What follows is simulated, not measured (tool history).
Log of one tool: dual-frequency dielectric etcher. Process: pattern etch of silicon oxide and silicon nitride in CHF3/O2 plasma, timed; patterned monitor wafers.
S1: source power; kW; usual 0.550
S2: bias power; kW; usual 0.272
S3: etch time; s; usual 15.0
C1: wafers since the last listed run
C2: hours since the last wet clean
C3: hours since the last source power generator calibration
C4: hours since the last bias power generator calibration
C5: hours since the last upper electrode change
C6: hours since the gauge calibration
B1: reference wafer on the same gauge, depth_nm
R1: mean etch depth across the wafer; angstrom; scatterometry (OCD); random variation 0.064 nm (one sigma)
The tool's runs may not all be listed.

run   hour     S1     S2    S3   C1     C2      C3      C4      C5     C6     B1     R1
  1    0.0  0.550  0.272  15.0    0  483.1  1592.2  3429.8  2323.8  267.7  27.12  264.4
  2   17.5  0.550  0.272  15.0  238  500.6  1609.7  3447.3  2341.3  285.2  27.10  265.3
      18.0  -- gauge calibrated
      41.7  -- upper electrode replaced
  3   42.2  0.550  0.272  15.0    9  525.3  1634.4  3472.0     0.5   24.2  27.12  264.1
  4   42.5  0.550  0.272  14.0    4  525.6  1634.7  3472.3     0.8   24.5  27.09  248.1
      55.2  -- source power generator calibrated
  5   57.4  0.550  0.272  14.0  148  540.5     2.2  3487.2    15.7   39.4  27.09  248.7
      91.1  -- wet clean of the chamber
  6   91.6  0.550  0.272  14.0  139    0.5    36.4  3521.4    49.9   73.6  27.10  253.2
  7   92.7  0.580  0.309  15.0   15    1.6    37.5  3522.5    51.0   74.7  27.11  291.9
  8  109.8  0.600  0.322  18.0  233   18.7    54.6  3539.6    68.1   91.8  27.08  360.7
  9  127.7  0.550  0.238  19.0  244   36.6    72.5  3557.5    86.0  109.7  27.08  326.1
 10  138.3  0.550  0.315  12.0  144   47.2    83.1  3568.1    96.6  120.3  27.11  232.0
 11  149.8  0.550  0.272  15.0  157   58.7    94.6  3579.6   108.1  131.8  27.09  272.3
 12  165.5  0.600  0.305  13.5  214   74.4   110.3  3595.3   123.8  147.5  27.11  265.5
 13  177.9  0.480  0.272  13.0  169   86.8   122.7  3607.7   136.2  159.9  27.09  227.0
 14  195.1  0.660  0.304  13.5  234  104.0   139.9  3624.9   153.4  177.1  27.11  273.1
     222.0  -- wet clean of the chamber, repeated, since the last time left the tool worse
 15  222.5  0.660  0.272  15.0   46    0.5   167.3  3652.3   180.8  204.5  27.11  276.0
 16  222.8  0.550  0.272  15.0    4    0.8   167.6  3652.6   181.1  204.8  27.11  259.0
 17  228.6  0.480  0.272  15.0   79    6.6   173.4  3658.4   186.9  210.6  27.11  248.3
 18  236.3  0.550  0.272  15.0  105   14.3   181.1  3666.1   194.6  218.3  27.12  259.9
     248.6  -- bias power generator calibrated
 19  249.1  0.440  0.335  13.5  120   27.1   193.9     0.5   207.4  231.1  27.09  240.0
 20  253.7  0.550  0.320  17.0   62   31.7   198.5     5.1   212.0  235.7  27.10  316.7
 21  261.2  0.420  0.272  15.0  102   39.2   206.0    12.6   219.5  243.2  27.12  239.3
 22  273.7  0.550  0.338  15.0  170   51.7   218.5    25.1   232.0  255.7  27.11  285.5
 23  282.5  0.550  0.272  11.5  120   60.5   227.3    33.9   240.8  264.5  27.11  198.4
 24  299.2  0.550  0.272  15.0  228   77.2   244.0    50.6   257.5  281.2  27.08  259.7
 25  317.0  0.550  0.272  14.0  243   95.0   261.8    68.4   275.3  299.0  27.11  243.6
 26  336.5  0.550  0.234  18.5  266  114.5   281.3    87.9   294.8  318.5  27.10  301.5
 27  343.8  0.590  0.225  12.0   99  121.8   288.6    95.2   302.1  325.8  27.09  195.7
 28  360.4  0.550  0.214  16.0  226  138.4   305.2   111.8   318.7  342.4  27.11  251.5
 29  376.9  0.590  0.272  13.0  225  154.9   321.7   128.3   335.2  358.9  27.11  231.9

Some steps in R1 between neighbouring runs. How much of each would the tool show without its hidden state too (settings, what came in, random variation), and how much is left for the hidden state, with any gauge scatter that isn't in both results?
The hidden state here: etch rate over this chamber's usual, %; source power that arrives over what is set, %; bias power that arrives over what is set, %; gauge reads high (%).
Run 5 -> 6: wet clean of the chamber. R1 +4.5 angstrom: hidden state +5.7, all else -1.2.
Run 9 -> 10: S2 0.238 -> 0.315, S3 19.0 -> 12.0. R1 -94.1 angstrom: hidden state -4.4, all else -89.7.
Run 14 -> 15: S2 0.304 -> 0.272, S3 13.5 -> 15.0, wet clean of the chamber, repeated, since the last time left the tool worse. R1 +2.9 angstrom: hidden state -13.5, all else +16.4.
Run 26 -> 27: S1 0.550 -> 0.590, S2 0.234 -> 0.225, S3 18.5 -> 12.0. R1 -105.8 angstrom: hidden state -1.0, all else -104.8.
